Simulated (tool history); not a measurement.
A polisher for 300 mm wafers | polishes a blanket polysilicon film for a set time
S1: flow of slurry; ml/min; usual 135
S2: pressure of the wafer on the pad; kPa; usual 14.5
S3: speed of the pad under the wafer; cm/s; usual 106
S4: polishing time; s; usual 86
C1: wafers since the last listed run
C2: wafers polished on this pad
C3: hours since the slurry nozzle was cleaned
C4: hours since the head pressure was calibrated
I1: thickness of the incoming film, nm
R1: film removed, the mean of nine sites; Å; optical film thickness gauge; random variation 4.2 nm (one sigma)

run,hour,S1,S2,S3,S4,C1,C2,C3,C4,I1,R1
1,0.0,135,14.5,106,86,0,3489,698.7,412.0,2262.4,6327
2,67.4,135,14.5,106,86,530,4019,766.1,479.4,2241.3,6288
# hour 83.4: worn pad replaced by a new one
3,153.7,135,14.5,106,86,647,553,852.4,565.7,2230.3,6323
# hour 168.8: slurry nozzle cleaned
4,217.0,135,14.5,106,86,490,1043,48.2,629.0,2269.9,6554
5,273.3,135,14.5,106,86,443,1486,104.5,685.3,2239.9,6535
6,331.2,135,14.5,106,86,455,1942,162.4,743.2,2271.9,6548
# hour 347.1: head pressure recalibrated
7,374.3,105,14.5,96,86,323,2266,205.5,27.2,2248.1,5624
8,479.5,105,14.5,96,86,828,3094,310.7,132.4,2267.0,5530
# hour 618.8: worn pad replaced by a new one
9,744.3,105,14.5,96,86,2053,987,575.5,397.2,2233.2,5478
10,809.7,135,13.1,106,86,514,1502,640.9,462.6,2291.1,5810
11,894.1,135,14.5,120,86,664,2167,725.3,547.0,2247.6,6975
12,989.5,160,14.5,106,86,751,2918,820.7,642.4,2274.3,6582
# hour 1023.3: slurry nozzle cleaned
13,1034.9,135,14.5,106,86,349,3267,11.6,687.8,2237.9,5891
# hour 1037.5: head pressure recalibrated
# hour 1083.4: worn pad replaced by a new one
14,1095.6,135,14.5,106,86,430,96,72.3,58.1,2265.9,5801
15,1210.5,135,14.5,106,86,904,1000,187.2,173.0,2288.4,5527
16,1247.7,135,14.5,106,86,292,1293,224.4,210.2,2292.2,5477
17,1288.8,135,12.4,106,86,323,1617,265.5,251.3,2227.4,4802
18,1361.4,135,14.5,106,86,571,2188,338.1,323.9,2257.4,5296
19,1422.8,165,14.5,140,78,483,2672,399.5,385.3,2232.3,6335
# hour 1448.3: slurry nozzle cleaned, repeated, since the last time left the tool worse
20,1484.2,135,14.5,126,86,475,3147,35.9,446.7,2207.1,7480
21,1552.5,135,16.5,74,86,537,3685,104.2,515.0,2257.5,5758
# hour 1613.1: worn pad replaced by a new one
22,1647.6,135,14.5,132,67,717,271,199.3,610.1,2254.4,5871
23,1690.0,175,11.7,86,86,333,605,241.7,652.5,2282.3,4991
24,1759.7,135,15.9,106,64,548,1154,311.4,722.2,2270.9,5163
25,1796.7,135,17.2,92,61,291,1445,348.4,759.2,2237.0,4798
# hour 1867.6: head pressure recalibrated
26,1877.1,135,14.5,106,86,617,2062,428.8,9.5,2277.5,6358
27,1941.7,105,16.5,106,99,508,2571,493.4,74.1,2216.0,7621
28,2048.1,90,11.0,106,86,837,3409,599.8,180.5,2249.9,4472
29,2092.7,105,14.5,106,86,351,3760,644.4,225.1,2234.6,5796
# hour 2112.9: worn pad replaced by a new one
30,2142.3,120,14.5,106,86,358,231,694.0,274.7,2228.7,6127
31,2200.8,135,14.5,84,86,460,692,752.5,333.2,2255.4,5400
32,2307.9,135,17.9,92,86,843,1535,859.6,440.3,2281.1,6798
# hour 2353.2: slurry nozzle cleaned
33,2387.1,155,14.5,76,86,615,2151,33.9,519.5,2240.3,5472
34,2434.0,135,14.5,106,86,369,2520,80.8,566.4,2258.2,6510

Forecast each of these 3 alternatives for the next run:
A,2434.5,135,14.5,106,86,3,2524,81.3,566.9,2267.4,?
B,2434.5,115,11.7,136,108,3,2524,81.3,566.9,2267.4,?
C,2434.5,135,14.5,132,86,3,2524,81.3,566.9,2267.4,?

run,R1
A,6558
B,7966
C,7652
Without the tool's hidden state the same runs would have given:
run,R1
A,6656
B,8106
C,7767
